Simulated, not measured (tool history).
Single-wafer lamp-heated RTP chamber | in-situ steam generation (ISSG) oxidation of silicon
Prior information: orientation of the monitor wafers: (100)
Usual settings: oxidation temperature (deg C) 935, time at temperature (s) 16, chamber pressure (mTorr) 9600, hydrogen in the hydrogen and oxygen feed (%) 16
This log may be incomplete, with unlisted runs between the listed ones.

run	hour	oxidation temperature (deg C)	time at temperature (s)	chamber pressure (mTorr)	hydrogen in the hydrogen and oxygen feed (%)	read-back reference wafer on the same gauge, thickness	oxide thickness on the monitor wafer (angstrom)
1	0.0	935	16	10200	16	3.839	37.84
2	17.9	935	16	10200	16	3.840	37.86
3	32.5	935	16	9600	16	3.840	38.36
4	44.4	935	16	9600	16	3.841	38.31
5	58.3	935	16	9600	16	3.841	38.22
6	72.0	935	16	9600	16	3.840	38.15
# hour 80.1: hydrogen flow controller replaced
7	80.6	935	16	9600	16	3.838	38.29
8	91.8	935	16	9600	16	3.839	38.32
9	115.8	916	16	9600	19	3.841	37.86
10	133.4	935	16	9600	23	3.840	41.39

What will run 11 give?
# hour 153.2: pressure gauge zeroed
11	153.7	935	18	10200	16	?	?

read-back reference wafer on the same gauge, thickness: 3.841
oxide thickness on the monitor wafer (angstrom): 39.75
Were there no unlogged condition in the tool, this run, its random variation unchanged, would have produced oxide thickness on the monitor wafer (angstrom) 38.70.
